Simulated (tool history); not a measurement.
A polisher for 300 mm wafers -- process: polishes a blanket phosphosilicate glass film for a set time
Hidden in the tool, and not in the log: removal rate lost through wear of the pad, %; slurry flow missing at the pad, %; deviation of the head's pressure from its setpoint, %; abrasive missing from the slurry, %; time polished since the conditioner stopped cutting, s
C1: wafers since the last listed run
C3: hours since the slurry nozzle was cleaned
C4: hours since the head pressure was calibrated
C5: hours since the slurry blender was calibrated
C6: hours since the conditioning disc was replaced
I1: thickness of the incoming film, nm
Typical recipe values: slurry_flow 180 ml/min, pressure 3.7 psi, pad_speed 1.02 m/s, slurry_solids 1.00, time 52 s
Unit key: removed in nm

Run 1, hour 0.0: usual settings but time 57 s; C1 0; wafers polished on this pad 365; C3 355.9; C4 619.3; C5 61.0; C6 43.6; I1 3737.0. Result: removed 558.1 nm.
Run 2, hour 17.7: usual settings but time 57 s; C1 171; wafers polished on this pad 536; C3 373.6; C4 637.0; C5 78.7; C6 61.3; I1 3748.4. Result: removed 555.3 nm.
Run 3, hour 27.3: usual settings but time 57 s; C1 92; wafers polished on this pad 629; C3 383.2; C4 646.6; C5 88.3; C6 70.9; I1 3697.4. Result: removed 553.2 nm.
At hour 37.6: worn pad replaced by a new one.
Run 4, hour 42.3: usual settings; C1 106; wafers polished on this pad 45; C3 398.2; C4 661.6; C5 103.3; C6 85.9; I1 3778.9. Result: removed 510.0 nm.
Run 5, hour 50.2: usual settings but pressure 4.3 psi, time 58 s; C1 76; wafers polished on this pad 122; C3 406.1; C4 669.5; C5 111.2; C6 93.8; I1 3778.5. Result: removed 659.5 nm.
At hour 98.4: worn pad replaced by a new one.
Run 6, hour 102.9: usual settings; C1 471; wafers polished on this pad 43; C3 458.8; C4 722.2; C5 163.9; C6 146.5; I1 3772.7. Result: removed 503.7 nm.
Run 7, hour 117.0: usual settings; C1 136; wafers polished on this pad 180; C3 472.9; C4 736.3; C5 178.0; C6 160.6; I1 3664.0. Result: removed 494.3 nm.
Run 8, hour 127.8: usual settings; C1 104; wafers polished on this pad 284; C3 483.7; C4 747.1; C5 188.8; C6 171.4; I1 3687.7. Result: removed 503.2 nm.
Run 9, hour 136.3: usual settings; C1 82; wafers polished on this pad 367; C3 492.2; C4 755.6; C5 197.3; C6 179.9; I1 3760.4. Result: removed 507.6 nm.
At hour 145.0: slurry nozzle cleaned.
Run 10, hour 145.6: usual settings but slurry_flow 195 ml/min, time 66 s; C1 80; wafers polished on this pad 447; C3 0.6; C4 764.9; C5 206.6; C6 189.2; I1 3703.4. Result: removed 643.4 nm.
Run 11, hour 152.5: usual settings but slurry_flow 195 ml/min, time 66 s; C1 66; wafers polished on this pad 514; C3 7.5; C4 771.8; C5 213.5; C6 196.1; I1 3725.4. Result: removed 642.4 nm.
Run 12, hour 170.3: usual settings but slurry_flow 160 ml/min; C1 172; wafers polished on this pad 686; C3 25.3; C4 789.6; C5 231.3; C6 213.9; I1 3749.7. Result: removed 491.5 nm.
At hour 174.3: worn pad replaced by a new one.
Run 13, hour 178.5: usual settings but pad_speed 0.90 m/s, slurry_solids 1.15; C1 40; wafers polished on this pad 40; C3 33.5; C4 797.8; C5 239.5; C6 222.1; I1 3721.6. Result: removed 489.8 nm.
Run 14, hour 194.5: usual settings; C1 154; wafers polished on this pad 195; C3 49.5; C4 813.8; C5 255.5; C6 238.1; I1 3787.3. Result: removed 495.2 nm.
At hour 202.9: conditioning disc replaced and pad reconditioned.
Run 15, hour 203.4: usual settings but slurry_solids 0.75; C1 66; wafers polished on this pad 262; C3 58.4; C4 822.7; C5 264.4; C6 0.5; I1 3732.7. Result: removed 393.5 nm.
Run 16, hour 216.6: usual settings but pressure 4.1 psi, slurry_solids 0.75; C1 127; wafers polished on this pad 390; C3 71.6; C4 835.9; C5 277.6; C6 13.7; I1 3682.5. Result: removed 430.4 nm.
At hour 225.2: head pressure recalibrated.
At hour 229.6: slurry blender recalibrated.
Run 17, hour 230.1: usual settings; C1 91; wafers polished on this pad 482; C3 85.1; C4 4.9; C5 0.5; C6 27.2; I1 3724.6. Result: removed 513.7 nm.
At hour 234.9: worn pad replaced by a new one.
Run 18, hour 247.1: usual settings but slurry_flow 200 ml/min, pad_speed 0.84 m/s, slurry_solids 0.75, time 45 s; C1 125; wafers polished on this pad 118; C3 102.1; C4 21.9; C5 17.5; C6 44.2; I1 3738.4. Result: removed 310.1 nm.
Run 19, hour 253.9: usual settings but slurry_flow 155 ml/min, pad_speed 0.66 m/s, time 60 s; C1 65; wafers polished on this pad 184; C3 108.9; C4 28.7; C5 24.3; C6 51.0; I1 3749.0. Result: removed 409.6 nm.
Run 20, hour 262.3: usual settings but pressure 4.3 psi, time 58 s; C1 81; wafers polished on this pad 265; C3 117.3; C4 37.1; C5 32.7; C6 59.4; I1 3754.7. Result: removed 673.5 nm.
Run 21, hour 274.4: usual settings but slurry_solids 1.20, time 46 s; C1 117; wafers polished on this pad 382; C3 129.4; C4 49.2; C5 44.8; C6 71.5; I1 3688.0. Result: removed 506.8 nm.
Run 22, hour 290.7: usual settings but slurry_flow 245 ml/min; C1 157; wafers polished on this pad 540; C3 145.7; C4 65.5; C5 61.1; C6 87.8; I1 3757.1. Result: removed 531.9 nm.
At hour 299.8: worn pad replaced by a new one.
Run 23, hour 300.3: usual settings; C1 54; wafers polished on this pad 4; C3 155.3; C4 75.1; C5 70.7; C6 97.4; I1 3707.5. Result: removed 517.6 nm.
Run 24, hour 309.7: usual settings but slurry_flow 115 ml/min, time 36 s; C1 91; wafers polished on this pad 95; C3 164.7; C4 84.5; C5 80.1; C6 106.8; I1 3816.4. Result: removed 330.0 nm.
Run 25, hour 322.6: usual settings but slurry_solids 1.20; C1 124; wafers polished on this pad 220; C3 177.6; C4 97.4; C5 93.0; C6 119.7; I1 3742.0. Result: removed 564.5 nm.

What if the next run were any one of these 5? Each begins from the tool's condition after run 25:
Run A, hour 323.0: usual settings; C1 3; wafers polished on this pad 224; C3 178.0; C4 97.8; C5 93.4; C6 120.1; I1 3718.1. Result: removed ?.
Run B, hour 323.0: usual settings but pressure 4.3 psi, pad_speed 1.30 m/s, slurry_solids 1.15; C1 3; wafers polished on this pad 224; C3 178.0; C4 97.8; C5 93.4; C6 120.1; I1 3718.1. Result: removed ?.
Run C, hour 323.0: usual settings but pressure 4.2 psi, pad_speed 0.86 m/s; C1 3; wafers polished on this pad 224; C3 178.0; C4 97.8; C5 93.4; C6 120.1; I1 3718.1. Result: removed ?.
Run D, hour 323.0: usual settings but slurry_flow 150 ml/min; C1 3; wafers polished on this pad 224; C3 178.0; C4 97.8; C5 93.4; C6 120.1; I1 3718.1. Result: removed ?.
Run E, hour 323.0: usual settings but pressure 4.4 psi, slurry_solids 0.85; C1 3; wafers polished on this pad 224; C3 178.0; C4 97.8; C5 93.4; C6 120.1; I1 3718.1. Result: removed ?.

run  removed
  A    513.5
  B    788.8
  C    508.5
  D    500.7
  E    542.5
What these runs would have given with no unlogged condition in the tool:
run  removed
  A    522.7
  B    801.6
  C    517.7
  D    509.7
  E    553.6
